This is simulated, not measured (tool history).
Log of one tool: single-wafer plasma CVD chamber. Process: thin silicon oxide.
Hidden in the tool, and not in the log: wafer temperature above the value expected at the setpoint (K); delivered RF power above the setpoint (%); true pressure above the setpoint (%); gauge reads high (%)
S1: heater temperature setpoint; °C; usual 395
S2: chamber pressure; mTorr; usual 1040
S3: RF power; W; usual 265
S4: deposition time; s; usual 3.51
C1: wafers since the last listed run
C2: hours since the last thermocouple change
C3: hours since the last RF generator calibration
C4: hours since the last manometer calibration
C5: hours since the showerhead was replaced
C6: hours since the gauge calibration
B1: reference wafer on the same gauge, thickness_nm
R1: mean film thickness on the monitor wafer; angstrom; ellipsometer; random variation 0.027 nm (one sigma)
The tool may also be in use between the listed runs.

run,hour,S1,S2,S3,S4,C1,C2,C3,C4,C5,C6,B1,R1
1,0.0,395,1040,265,3.51,0,764.7,1530.8,1266.3,3709.7,259.8,6.165,73.73
# hour 27.8: showerhead replaced
2,28.3,395,1040,265,3.51,629,793.0,1559.1,1294.6,0.5,288.1,6.155,73.95
# hour 43.3: thermocouple changed; heater temperature recalibrated
3,43.8,395,1040,265,3.51,232,0.5,1574.6,1310.1,16.0,303.6,6.162,73.62
4,76.4,395,1040,300,3.51,1010,33.1,1607.2,1342.7,48.6,336.2,6.161,78.75
# hour 111.5: capacitance manometer re-zeroed and calibrated
5,112.0,395,1040,300,3.51,855,68.7,1642.8,0.5,84.2,371.8,6.157,78.41
6,126.9,395,1040,265,3.51,461,83.6,1657.7,15.4,99.1,386.7,6.154,73.88
7,215.5,395,880,265,3.00,2745,172.2,1746.3,104.0,187.7,475.3,6.159,52.58
8,233.2,395,1040,265,3.51,548,189.9,1764.0,121.7,205.4,493.0,6.158,73.77
# hour 257.5: RF generator calibrated
9,258.0,395,1040,265,3.51,520,214.7,0.5,146.5,230.2,517.8,6.157,71.77
10,277.0,395,1040,305,3.51,588,233.7,19.5,165.5,249.2,536.8,6.158,77.77
11,302.0,400,810,265,3.79,774,258.7,44.5,190.5,274.2,561.8,6.158,57.35
12,331.3,409,900,250,2.89,907,288.0,73.8,219.8,303.5,591.1,6.151,48.49
13,352.0,395,1040,265,3.51,641,308.7,94.5,240.5,324.2,611.8,6.162,71.58
14,385.4,400,850,265,3.96,1034,342.1,127.9,273.9,357.6,645.2,6.161,64.44
15,419.5,395,1130,265,2.81,1056,376.2,162.0,308.0,391.7,679.3,6.168,61.32
# hour 441.7: gauge calibrated
16,444.3,395,1040,265,3.32,768,401.0,186.8,332.8,416.5,2.6,6.156,66.99
17,462.0,409,1230,225,2.85,548,418.7,204.5,350.5,434.2,20.3,6.160,58.93
# hour 477.5: RF generator calibrated, repeated, since the last time left the tool worse
18,479.4,387,1130,315,3.33,291,436.1,1.9,367.9,451.6,37.7,6.160,85.56
19,496.2,387,790,265,3.01,520,452.9,18.7,384.7,468.4,54.5,6.162,46.92
20,513.9,395,1040,265,3.51,548,470.6,36.4,402.4,486.1,72.2,6.162,76.23
21,544.6,395,1040,290,3.51,951,501.3,67.1,433.1,516.8,102.9,6.152,79.55
22,568.5,410,940,305,3.91,740,525.2,91.0,457.0,540.7,126.8,6.162,80.73
23,587.1,385,1040,265,3.51,576,543.8,109.6,475.6,559.3,145.4,6.166,76.36
24,617.4,410,940,305,3.91,938,574.1,139.9,505.9,589.6,175.7,6.163,80.78
25,640.9,395,1040,265,3.51,728,597.6,163.4,529.4,613.1,199.2,6.157,75.53
26,666.3,395,1040,265,3.51,787,623.0,188.8,554.8,638.5,224.6,6.164,76.13
27,686.4,404,1120,290,3.25,622,643.1,208.9,574.9,658.6,244.7,6.157,77.99
28,704.9,402,1040,265,2.95,573,661.6,227.4,593.4,677.1,263.2,6.164,63.55

Forecast run 29:
29,722.9,395,1040,230,3.51,557,679.6,245.4,611.4,695.1,281.2,?,?

Run 29 gave B1 6.161, R1 69.75 angstrom.
Without the tool's hidden state the same run would have given R1 70.09 angstrom.

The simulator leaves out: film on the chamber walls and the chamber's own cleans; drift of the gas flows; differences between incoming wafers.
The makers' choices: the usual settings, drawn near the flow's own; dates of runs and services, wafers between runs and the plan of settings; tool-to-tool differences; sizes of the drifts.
